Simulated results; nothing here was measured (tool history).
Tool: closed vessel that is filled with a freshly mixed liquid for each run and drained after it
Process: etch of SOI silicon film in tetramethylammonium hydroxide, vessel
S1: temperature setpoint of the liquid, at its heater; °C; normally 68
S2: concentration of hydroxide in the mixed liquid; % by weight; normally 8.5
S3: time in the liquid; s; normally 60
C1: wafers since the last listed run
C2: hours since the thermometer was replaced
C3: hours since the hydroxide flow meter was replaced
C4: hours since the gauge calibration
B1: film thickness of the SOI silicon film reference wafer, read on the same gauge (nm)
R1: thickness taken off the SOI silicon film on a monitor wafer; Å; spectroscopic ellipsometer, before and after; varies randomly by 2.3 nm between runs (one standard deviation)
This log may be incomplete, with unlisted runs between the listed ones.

{"run": 1, "hour": 0.0, "S1": 68, "S2": 8.5, "S3": 60, "C1": 0, "C2": 436.6, "C3": 235.2, "C4": 3933.1, "B1": 129.98, "R1": 3994.2}
{"run": 2, "hour": 72.3, "S1": 68, "S2": 8.5, "S3": 60, "C1": 8238, "C2": 508.9, "C3": 307.5, "C4": 4005.4, "B1": 130.01, "R1": 4047.5}
{"run": 3, "hour": 151.0, "S1": 68, "S2": 8.5, "S3": 60, "C1": 8968, "C2": 587.6, "C3": 386.2, "C4": 4084.1, "B1": 129.98, "R1": 4007.3}
{"run": 4, "hour": 214.7, "S1": 68, "S2": 8.5, "S3": 60, "C1": 7258, "C2": 651.3, "C3": 449.9, "C4": 4147.8, "B1": 130, "R1": 3950.1}
{"run": 5, "hour": 266.0, "S1": 68, "S2": 8, "S3": 40, "C1": 5845, "C2": 702.6, "C3": 501.2, "C4": 4199.1, "B1": 130, "R1": 2681.3}
{"run": 6, "hour": 347.7, "S1": 68, "S2": 8, "S3": 40, "C1": 9310, "C2": 784.3, "C3": 582.9, "C4": 4280.8, "B1": 130.02, "R1": 2673.3}
{"run": 7, "hour": 391.7, "S1": 68, "S2": 8.5, "S3": 60, "C1": 5013, "C2": 828.3, "C3": 626.9, "C4": 4324.8, "B1": 130.03, "R1": 3918.8}
{"hour": 416.7, "done": "thermometer replaced"}
{"run": 8, "hour": 495.8, "S1": 68, "S2": 8.5, "S3": 60, "C1": 11748, "C2": 79.1, "C3": 731, "C4": 4428.9, "B1": 129.99, "R1": 4073.9}
{"run": 9, "hour": 570.5, "S1": 68, "S2": 8.5, "S3": 60, "C1": 8512, "C2": 153.8, "C3": 805.7, "C4": 4503.6, "B1": 130, "R1": 4085.7}
{"run": 10, "hour": 643.4, "S1": 63.5, "S2": 9.5, "S3": 30, "C1": 8307, "C2": 226.7, "C3": 878.6, "C4": 4576.5, "B1": 129.99, "R1": 1470.9}
{"run": 11, "hour": 735.9, "S1": 68, "S2": 8.5, "S3": 60, "C1": 10540, "C2": 319.2, "C3": 971.1, "C4": 4669, "B1": 130.01, "R1": 4033.4}
{"run": 12, "hour": 776.8, "S1": 63, "S2": 11, "S3": 60, "C1": 4660, "C2": 360.1, "C3": 1012, "C4": 4709.9, "B1": 130, "R1": 2675.5}
{"run": 13, "hour": 830.5, "S1": 68, "S2": 8.5, "S3": 60, "C1": 6119, "C2": 413.8, "C3": 1065.7, "C4": 4763.6, "B1": 130, "R1": 4025.3}
{"run": 14, "hour": 890.8, "S1": 72.5, "S2": 10, "S3": 90, "C1": 6871, "C2": 474.1, "C3": 1126, "C4": 4823.9, "B1": 129.97, "R1": 7314.5}
{"hour": 1001.6, "done": "hydroxide flow meter replaced"}
{"run": 15, "hour": 1034.1, "S1": 71.5, "S2": 8.5, "S3": 90, "C1": 16215, "C2": 617.4, "C3": 32.5, "C4": 4967.2, "B1": 129.98, "R1": 7233.5}
{"run": 16, "hour": 1127.0, "S1": 68, "S2": 8.5, "S3": 60, "C1": 10586, "C2": 710.3, "C3": 125.4, "C4": 5060.1, "B1": 130.05, "R1": 3922.3}
{"run": 17, "hour": 1193.7, "S1": 60, "S2": 8.5, "S3": 60, "C1": 7600, "C2": 777, "C3": 192.1, "C4": 5126.8, "B1": 130.01, "R1": 2428.1}
{"hour": 1266.6, "done": "gauge calibrated"}
{"hour": 1409.0, "done": "thermometer replaced"}
{"run": 18, "hour": 1461.4, "S1": 68, "S2": 10, "S3": 75, "C1": 30391, "C2": 52.4, "C3": 459.8, "C4": 194.8, "B1": 130.01, "R1": 4811.5}
{"run": 19, "hour": 1632.4, "S1": 68, "S2": 8.5, "S3": 60, "C1": 19486, "C2": 223.4, "C3": 630.8, "C4": 365.8, "B1": 129.98, "R1": 4029.4}
{"run": 20, "hour": 1673.9, "S1": 75, "S2": 6.5, "S3": 40, "C1": 4729, "C2": 264.9, "C3": 672.3, "C4": 407.3, "B1": 129.98, "R1": 4368.2}
{"run": 21, "hour": 1974.8, "S1": 72.5, "S2": 10, "S3": 80, "C1": 34288, "C2": 565.8, "C3": 973.2, "C4": 708.2, "B1": 130.02, "R1": 6467.8}
{"run": 22, "hour": 2018.8, "S1": 70, "S2": 8.5, "S3": 90, "C1": 5013, "C2": 609.8, "C3": 1017.2, "C4": 752.2, "B1": 129.99, "R1": 6755.7}
{"run": 23, "hour": 2066.6, "S1": 74, "S2": 6.5, "S3": 60, "C1": 5447, "C2": 657.6, "C3": 1065, "C4": 800, "B1": 130.01, "R1": 6112.5}
{"run": 24, "hour": 2105.8, "S1": 68, "S2": 8.5, "S3": 60, "C1": 4467, "C2": 696.8, "C3": 1104.2, "C4": 839.2, "B1": 130.03, "R1": 3950.3}
{"run": 25, "hour": 2168.3, "S1": 68, "S2": 8.5, "S3": 60, "C1": 7122, "C2": 759.3, "C3": 1166.7, "C4": 901.7, "B1": 129.99, "R1": 3993.7}
{"hour": 2198.6, "done": "hydroxide flow meter replaced"}
{"hour": 2228.8, "done": "thermometer replaced"}
{"run": 26, "hour": 2229.9, "S1": 68, "S2": 9.5, "S3": 70, "C1": 6791, "C2": 1.1, "C3": 31.3, "C4": 963.3, "B1": 130, "R1": 4549.6}
{"run": 27, "hour": 2332.2, "S1": 73.5, "S2": 8.5, "S3": 60, "C1": 11657, "C2": 103.4, "C3": 133.6, "C4": 1065.6, "B1": 130.03, "R1": 5629.8}
{"run": 28, "hour": 2370.2, "S1": 65, "S2": 8.5, "S3": 60, "C1": 4330, "C2": 141.4, "C3": 171.6, "C4": 1103.6, "B1": 129.97, "R1": 3425.3}
{"run": 29, "hour": 2420.2, "S1": 62, "S2": 8.5, "S3": 60, "C1": 5697, "C2": 191.4, "C3": 221.6, "C4": 1153.6, "B1": 130.01, "R1": 2820.8}
{"run": 30, "hour": 2474.3, "S1": 68, "S2": 8.5, "S3": 60, "C1": 6164, "C2": 245.5, "C3": 275.7, "C4": 1207.7, "B1": 129.96, "R1": 4048.2}
{"run": 31, "hour": 2566.3, "S1": 68, "S2": 8.5, "S3": 60, "C1": 10483, "C2": 337.5, "C3": 367.7, "C4": 1299.7, "B1": 130.03, "R1": 4020.9}
{"run": 32, "hour": 2612.5, "S1": 63, "S2": 7, "S3": 80, "C1": 5264, "C2": 383.7, "C3": 413.9, "C4": 1345.9, "B1": 129.98, "R1": 4215.9}
{"run": 33, "hour": 2708.2, "S1": 68, "S2": 8.5, "S3": 95, "C1": 10905, "C2": 479.4, "C3": 509.6, "C4": 1441.6, "B1": 130.01, "R1": 6276.5}

Here are 4 independent what-if runs from the current tool condition. What would each one return?
{"run": "A", "hour": 2708.9, "S1": 68, "S2": 8.5, "S3": 60, "C1": 79, "C2": 480.1, "C3": 510.3, "C4": 1442.3, "B1": "?", "R1": "?"}
{"run": "B", "hour": 2708.9, "S1": 68, "S2": 10.5, "S3": 95, "C1": 79, "C2": 480.1, "C3": 510.3, "C4": 1442.3, "B1": "?", "R1": "?"}
{"run": "C", "hour": 2708.9, "S1": 72.5, "S2": 7, "S3": 90, "C1": 79, "C2": 480.1, "C3": 510.3, "C4": 1442.3, "B1": "?", "R1": "?"}
{"run": "D", "hour": 2708.9, "S1": 61.5, "S2": 6.5, "S3": 30, "C1": 79, "C2": 480.1, "C3": 510.3, "C4": 1442.3, "B1": "?", "R1": "?"}

run=A B1=129.98 R1=3964.1
run=B B1=129.98 R1=5809.9
run=C B1=129.98 R1=8206.7
run=D B1=129.98 R1=1441.8
What these runs would have given with no unlogged condition in the tool:
run=A R1=4064.4
run=B R1=5956.8
run=C R1=8408.8
run=D R1=1479.7
